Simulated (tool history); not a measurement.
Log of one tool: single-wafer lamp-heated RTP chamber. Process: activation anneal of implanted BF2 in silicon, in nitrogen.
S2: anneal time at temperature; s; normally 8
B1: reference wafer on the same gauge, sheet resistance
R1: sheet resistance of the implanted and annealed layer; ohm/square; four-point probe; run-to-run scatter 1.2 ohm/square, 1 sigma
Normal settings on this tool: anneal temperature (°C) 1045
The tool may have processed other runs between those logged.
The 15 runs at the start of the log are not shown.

At day 51.367: pyrometer window cleaned and pyrometer calibrated.
Run 16, day 54.092: usual settings but anneal temperature (°C) 1035; B1 930.11. Result: R1 800.39 ohm/square.
Run 17, day 57: usual settings; B1 929.68. Result: R1 799.35 ohm/square.
Run 18, day 59.021: usual settings; B1 930.02. Result: R1 797.61 ohm/square.
At day 61.029: reflector plate cleaned.
Run 19, day 61.817: usual settings; B1 930. Result: R1 799.59 ohm/square.
Run 20, day 66.242: usual settings but anneal temperature (°C) 1060, S2 6 s; B1 928.27. Result: R1 801.42 ohm/square.
Run 21, day 70.317: usual settings but anneal temperature (°C) 1065, S2 11 s; B1 928.16. Result: R1 784.71 ohm/square.
At day 72.325: pyrometer window cleaned and pyrometer calibrated.
Run 22, day 72.688: usual settings but anneal temperature (°C) 1068, S2 10 s; B1 927.79. Result: R1 786.55 ohm/square.
Run 23, day 74.254: usual settings; B1 928.18. Result: R1 797.81 ohm/square.
Run 24, day 77.829: usual settings but anneal temperature (°C) 1059, S2 5 s; B1 927.6. Result: R1 799.77 ohm/square.
Run 25, day 80.179: usual settings; B1 926.71. Result: R1 795.9 ohm/square.
Run 26, day 82.625: usual settings but anneal temperature (°C) 1030; B1 926.36. Result: R1 799.27 ohm/square.
Run 27, day 85.662: usual settings but anneal temperature (°C) 1025, S2 5 s; B1 925.84. Result: R1 804.78 ohm/square.
Run 28, day 87.892: usual settings but anneal temperature (°C) 1032, S2 5 s; B1 924.98. Result: R1 803.59 ohm/square.
Run 29, day 89.604: usual settings but anneal temperature (°C) 1017, S2 12 s; B1 925.5. Result: R1 795.51 ohm/square.
At day 92.817: pyrometer window cleaned and pyrometer calibrated.
Run 30, day 93.817: usual settings but anneal temperature (°C) 1071, S2 12 s; B1 923.9. Result: R1 776.51 ohm/square.
At day 95.588: reflector plate cleaned.
Run 31, day 96.2: usual settings; B1 922.71. Result: R1 794.61 ohm/square.
Run 32, day 98.296: usual settings but anneal temperature (°C) 1021, S2 12 s; B1 922.09. Result: R1 791.31 ohm/square.
Run 33, day 101.404: usual settings but anneal temperature (°C) 1072, S2 5 s; B1 921.4. Result: R1 790.72 ohm/square.

What if the next run were any one of these 5? Each begins from the tool's condition after run 33:
Run A, day 101.421: usual settings; B1 ?. Result: R1 ?.
Run B, day 101.421: usual settings but anneal temperature (°C) 1056, S2 7 s; B1 ?. Result: R1 ?.
Run C, day 101.421: usual settings but anneal temperature (°C) 1056, S2 13 s; B1 ?. Result: R1 ?.
Run D, day 101.421: usual settings but anneal temperature (°C) 1054, S2 6 s; B1 ?. Result: R1 ?.
Run E, day 101.421: usual settings but anneal temperature (°C) 1055, S2 11 s; B1 ?. Result: R1 ?.

run      B1      R1
  A  921.06  790.88
  B  921.06  790.04
  C  921.06   778.9
  D  921.06   792.6
  E  921.06  782.74
Take away the tool's hidden state, keep each run's random variation, and the runs would have read:
run      R1
  A  798.11
  B  797.27
  C  786.03
  D  799.85
  E   789.9
